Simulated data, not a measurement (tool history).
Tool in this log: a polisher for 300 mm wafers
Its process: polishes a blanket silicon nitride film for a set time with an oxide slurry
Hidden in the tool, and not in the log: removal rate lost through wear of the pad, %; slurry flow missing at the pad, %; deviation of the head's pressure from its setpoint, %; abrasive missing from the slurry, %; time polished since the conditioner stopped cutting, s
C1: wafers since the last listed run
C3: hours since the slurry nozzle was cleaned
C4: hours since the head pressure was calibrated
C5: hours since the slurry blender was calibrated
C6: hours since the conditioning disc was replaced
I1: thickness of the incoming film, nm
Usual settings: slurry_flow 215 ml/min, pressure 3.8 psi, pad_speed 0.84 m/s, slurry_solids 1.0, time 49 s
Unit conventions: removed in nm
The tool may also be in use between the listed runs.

{"run": 1, "hour": 0.0, "slurry_flow": 215, "pressure": 3.8, "pad_speed": 0.84, "slurry_solids": 1.0, "time": 44, "C1": 0, "wafers polished on this pad": 157, "C3": 281.5, "C4": 1471.2, "C5": 416.5, "C6": 59.3, "I1": 295.1, "removed": 23.1}
{"run": 2, "hour": 17.4, "slurry_flow": 215, "pressure": 3.8, "pad_speed": 0.84, "slurry_solids": 1.0, "time": 49, "C1": 170, "wafers polished on this pad": 328, "C3": 298.9, "C4": 1488.6, "C5": 433.9, "C6": 76.7, "I1": 292.0, "removed": 25.5}
{"run": 3, "hour": 31.6, "slurry_flow": 215, "pressure": 3.8, "pad_speed": 0.84, "slurry_solids": 1.0, "time": 49, "C1": 138, "wafers polished on this pad": 466, "C3": 313.1, "C4": 1502.8, "C5": 448.1, "C6": 90.9, "I1": 289.2, "removed": 25.6}
{"run": 4, "hour": 49.4, "slurry_flow": 215, "pressure": 3.8, "pad_speed": 0.84, "slurry_solids": 1.0, "time": 49, "C1": 173, "wafers polished on this pad": 640, "C3": 330.9, "C4": 1520.6, "C5": 465.9, "C6": 108.7, "I1": 289.8, "removed": 24.7}
{"hour": 62.3, "done": "slurry blender recalibrated"}
{"run": 5, "hour": 62.9, "slurry_flow": 215, "pressure": 3.8, "pad_speed": 0.84, "slurry_solids": 1.0, "time": 49, "C1": 112, "wafers polished on this pad": 753, "C3": 344.4, "C4": 1534.1, "C5": 0.6, "C6": 122.2, "I1": 294.7, "removed": 25.1}
{"run": 6, "hour": 72.4, "slurry_flow": 215, "pressure": 3.1, "pad_speed": 0.84, "slurry_solids": 1.0, "time": 40, "C1": 92, "wafers polished on this pad": 846, "C3": 353.9, "C4": 1543.6, "C5": 10.1, "C6": 131.7, "I1": 286.8, "removed": 17.1}
{"run": 7, "hour": 88.0, "slurry_flow": 215, "pressure": 3.8, "pad_speed": 0.84, "slurry_solids": 1.0, "time": 49, "C1": 152, "wafers polished on this pad": 998, "C3": 369.5, "C4": 1559.2, "C5": 25.7, "C6": 147.3, "I1": 291.8, "removed": 24.6}
{"hour": 104.0, "done": "head pressure recalibrated"}
{"run": 8, "hour": 104.5, "slurry_flow": 215, "pressure": 3.8, "pad_speed": 0.84, "slurry_solids": 1.0, "time": 49, "C1": 141, "wafers polished on this pad": 1140, "C3": 386.0, "C4": 0.5, "C5": 42.2, "C6": 163.8, "I1": 288.6, "removed": 24.1}
{"hour": 110.2, "done": "conditioning disc replaced and pad reconditioned"}
{"hour": 114.5, "done": "worn pad replaced by a new one"}
{"run": 9, "hour": 121.0, "slurry_flow": 215, "pressure": 3.8, "pad_speed": 0.84, "slurry_solids": 1.0, "time": 49, "C1": 102, "wafers polished on this pad": 63, "C3": 402.5, "C4": 17.0, "C5": 58.7, "C6": 10.8, "I1": 283.8, "removed": 25.7}
{"run": 10, "hour": 127.0, "slurry_flow": 240, "pressure": 3.8, "pad_speed": 0.84, "slurry_solids": 1.0, "time": 49, "C1": 58, "wafers polished on this pad": 122, "C3": 408.5, "C4": 23.0, "C5": 64.7, "C6": 16.8, "I1": 292.7, "removed": 26.3}
{"run": 11, "hour": 134.1, "slurry_flow": 190, "pressure": 2.7, "pad_speed": 0.84, "slurry_solids": 1.1, "time": 49, "C1": 69, "wafers polished on this pad": 191, "C3": 415.6, "C4": 30.1, "C5": 71.8, "C6": 23.9, "I1": 290.7, "removed": 19.6}
{"hour": 142.9, "done": "slurry nozzle cleaned"}
{"run": 12, "hour": 150.8, "slurry_flow": 215, "pressure": 2.9, "pad_speed": 0.84, "slurry_solids": 0.9, "time": 49, "C1": 153, "wafers polished on this pad": 345, "C3": 7.9, "C4": 46.8, "C5": 88.5, "C6": 40.6, "I1": 288.2, "removed": 21.3}
{"run": 13, "hour": 164.6, "slurry_flow": 215, "pressure": 3.1, "pad_speed": 0.84, "slurry_solids": 1.0, "time": 49, "C1": 134, "wafers polished on this pad": 480, "C3": 21.7, "C4": 60.6, "C5": 102.3, "C6": 54.4, "I1": 289.1, "removed": 23.7}
{"run": 14, "hour": 176.5, "slurry_flow": 175, "pressure": 3.8, "pad_speed": 0.84, "slurry_solids": 1.0, "time": 49, "C1": 116, "wafers polished on this pad": 596, "C3": 33.6, "C4": 72.5, "C5": 114.2, "C6": 66.3, "I1": 292.0, "removed": 27.3}
{"run": 15, "hour": 193.9, "slurry_flow": 235, "pressure": 2.6, "pad_speed": 1.1, "slurry_solids": 1.0, "time": 49, "C1": 170, "wafers polished on this pad": 766, "C3": 51.0, "C4": 89.9, "C5": 131.6, "C6": 83.7, "I1": 292.2, "removed": 24.6}
{"run": 16, "hour": 206.9, "slurry_flow": 240, "pressure": 3.8, "pad_speed": 0.84, "slurry_solids": 1.0, "time": 49, "C1": 127, "wafers polished on this pad": 893, "C3": 64.0, "C4": 102.9, "C5": 144.6, "C6": 96.7, "I1": 290.3, "removed": 27.2}
{"run": 17, "hour": 213.1, "slurry_flow": 215, "pressure": 3.8, "pad_speed": 0.96, "slurry_solids": 1.0, "time": 49, "C1": 60, "wafers polished on this pad": 954, "C3": 70.2, "C4": 109.1, "C5": 150.8, "C6": 102.9, "I1": 293.5, "removed": 29.4}
{"run": 18, "hour": 224.6, "slurry_flow": 215, "pressure": 3.8, "pad_speed": 0.84, "slurry_solids": 1.0, "time": 49, "C1": 112, "wafers polished on this pad": 1066, "C3": 81.7, "C4": 120.6, "C5": 162.3, "C6": 114.4, "I1": 284.5, "removed": 26.2}
{"hour": 242.1, "done": "worn pad replaced by a new one"}
{"run": 19, "hour": 242.6, "slurry_flow": 215, "pressure": 3.8, "pad_speed": 0.84, "slurry_solids": 1.0, "time": 49, "C1": 136, "wafers polished on this pad": 4, "C3": 99.7, "C4": 138.6, "C5": 180.3, "C6": 132.4, "I1": 290.9, "removed": 26.1}
{"run": 20, "hour": 255.6, "slurry_flow": 215, "pressure": 3.8, "pad_speed": 0.84, "slurry_solids": 1.0, "time": 58, "C1": 127, "wafers polished on this pad": 131, "C3": 112.7, "C4": 151.6, "C5": 193.3, "C6": 145.4, "I1": 288.5, "removed": 29.9}
{"run": 21, "hour": 263.8, "slurry_flow": 185, "pressure": 3.8, "pad_speed": 0.84, "slurry_solids": 1.0, "time": 49, "C1": 80, "wafers polished on this pad": 212, "C3": 120.9, "C4": 159.8, "C5": 201.5, "C6": 153.6, "I1": 287.1, "removed": 25.2}

Run 22 has not been measured yet. What should we expect?
{"run": 22, "hour": 270.5, "slurry_flow": 250, "pressure": 4.5, "pad_speed": 1.02, "slurry_solids": 1.3, "time": 49, "C1": 65, "wafers polished on this pad": 277, "C3": 127.6, "C4": 166.5, "C5": 208.2, "C6": 160.3, "I1": 292.2, "removed": "?"}

Logged for run 22: removed 37.8 nm.
Had the tool carried no hidden state, the very same run would have given removed 44.2 nm.

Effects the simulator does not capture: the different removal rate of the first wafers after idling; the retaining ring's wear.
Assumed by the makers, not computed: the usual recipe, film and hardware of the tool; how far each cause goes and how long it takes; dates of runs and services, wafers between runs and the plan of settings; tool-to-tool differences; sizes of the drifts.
